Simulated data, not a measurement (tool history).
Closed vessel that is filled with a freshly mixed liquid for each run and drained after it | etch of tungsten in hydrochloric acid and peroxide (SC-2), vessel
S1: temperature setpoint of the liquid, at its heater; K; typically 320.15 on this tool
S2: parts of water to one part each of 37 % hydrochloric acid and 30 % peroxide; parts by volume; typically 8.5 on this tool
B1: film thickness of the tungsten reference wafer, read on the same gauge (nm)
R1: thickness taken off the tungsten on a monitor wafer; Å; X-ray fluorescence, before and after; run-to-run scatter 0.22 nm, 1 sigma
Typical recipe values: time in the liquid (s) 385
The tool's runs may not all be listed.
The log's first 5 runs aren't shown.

{"run": 6, "hour": 51.8, "S1": 320.15, "S2": 7.5, "time in the liquid (s)": 385, "B1": 110.02, "R1": 518.1}
{"run": 7, "hour": 59.0, "S1": 320.15, "S2": 10, "time in the liquid (s)": 385, "B1": 110, "R1": 410.7}
{"run": 8, "hour": 67.9, "S1": 320.15, "S2": 10, "time in the liquid (s)": 385, "B1": 110.02, "R1": 410.9}
{"hour": 79.5, "done": "gauge calibrated"}
{"run": 9, "hour": 82.1, "S1": 320.15, "S2": 8.5, "time in the liquid (s)": 385, "B1": 110, "R1": 463.9}
{"run": 10, "hour": 92.3, "S1": 323.65, "S2": 12.5, "time in the liquid (s)": 230, "B1": 110.02, "R1": 256.8}
{"run": 11, "hour": 99.0, "S1": 327.65, "S2": 6, "time in the liquid (s)": 385, "B1": 109.96, "R1": 1010.3}
{"run": 12, "hour": 112.7, "S1": 323.65, "S2": 6, "time in the liquid (s)": 495, "B1": 109.98, "R1": 1002}
{"hour": 116.4, "done": "chemicals flow meter replaced"}
{"run": 13, "hour": 125.1, "S1": 313.65, "S2": 6, "time in the liquid (s)": 480, "B1": 109.99, "R1": 484.9}
{"run": 14, "hour": 134.1, "S1": 320.15, "S2": 12.5, "time in the liquid (s)": 590, "B1": 110.02, "R1": 514.8}
{"run": 15, "hour": 187.7, "S1": 320.15, "S2": 8.5, "time in the liquid (s)": 465, "B1": 110.01, "R1": 561}
{"run": 16, "hour": 197.0, "S1": 313.15, "S2": 8.5, "time in the liquid (s)": 530, "B1": 110.02, "R1": 388.8}
{"hour": 199.2, "done": "new drum of peroxide connected"}
{"run": 17, "hour": 205.1, "S1": 313.15, "S2": 11, "time in the liquid (s)": 215, "B1": 110.01, "R1": 134.4}
{"run": 18, "hour": 221.7, "S1": 317.15, "S2": 11.5, "time in the liquid (s)": 500, "B1": 109.98, "R1": 399}
{"run": 19, "hour": 234.2, "S1": 320.15, "S2": 6.5, "time in the liquid (s)": 385, "B1": 110.01, "R1": 600}
{"run": 20, "hour": 245.4, "S1": 320.15, "S2": 5, "time in the liquid (s)": 385, "B1": 110.01, "R1": 725.5}
{"run": 21, "hour": 290.7, "S1": 322.65, "S2": 8.5, "time in the liquid (s)": 480, "B1": 110, "R1": 712.1}
{"run": 22, "hour": 306.0, "S1": 327.15, "S2": 8.5, "time in the liquid (s)": 490, "B1": 110, "R1": 982.9}
{"run": 23, "hour": 312.5, "S1": 327.15, "S2": 12, "time in the liquid (s)": 385, "B1": 109.99, "R1": 584.2}
{"run": 24, "hour": 321.7, "S1": 315.65, "S2": 6.5, "time in the liquid (s)": 570, "B1": 110.01, "R1": 652.1}
{"run": 25, "hour": 331.3, "S1": 320.15, "S2": 8.5, "time in the liquid (s)": 385, "B1": 109.99, "R1": 485.1}
{"run": 26, "hour": 347.3, "S1": 328.15, "S2": 10, "time in the liquid (s)": 385, "B1": 110.01, "R1": 723}
{"run": 27, "hour": 354.9, "S1": 326.65, "S2": 6, "time in the liquid (s)": 595, "B1": 110.02, "R1": 1511.6}
{"run": 28, "hour": 363.8, "S1": 320.15, "S2": 8.5, "time in the liquid (s)": 385, "B1": 109.98, "R1": 486.3}
{"run": 29, "hour": 370.9, "S1": 320.15, "S2": 9.5, "time in the liquid (s)": 385, "B1": 110, "R1": 440.2}
{"run": 30, "hour": 378.3, "S1": 316.15, "S2": 10, "time in the liquid (s)": 550, "B1": 110.05, "R1": 462.4}

Below are 4 alternative next runs, each starting from the tool's condition after run 30. Predict each:
{"run": "A", "hour": 379.1, "S1": 320.15, "S2": 8.5, "time in the liquid (s)": 385, "B1": "?", "R1": "?"}
{"run": "B", "hour": 379.1, "S1": 320.15, "S2": 12, "time in the liquid (s)": 385, "B1": "?", "R1": "?"}
{"run": "C", "hour": 379.1, "S1": 328.65, "S2": 8.5, "time in the liquid (s)": 200, "B1": "?", "R1": "?"}
{"run": "D", "hour": 379.1, "S1": 324.65, "S2": 11.5, "time in the liquid (s)": 610, "B1": "?", "R1": "?"}

run=A B1=110 R1=485.6
run=B B1=110 R1=364.1
run=C B1=110 R1=442.7
run=D B1=110 R1=808.8
With no hidden state in the tool, these same runs would have given:
run=A R1=491.7
run=B R1=368.8
run=C R1=448.3
run=D R1=819.2

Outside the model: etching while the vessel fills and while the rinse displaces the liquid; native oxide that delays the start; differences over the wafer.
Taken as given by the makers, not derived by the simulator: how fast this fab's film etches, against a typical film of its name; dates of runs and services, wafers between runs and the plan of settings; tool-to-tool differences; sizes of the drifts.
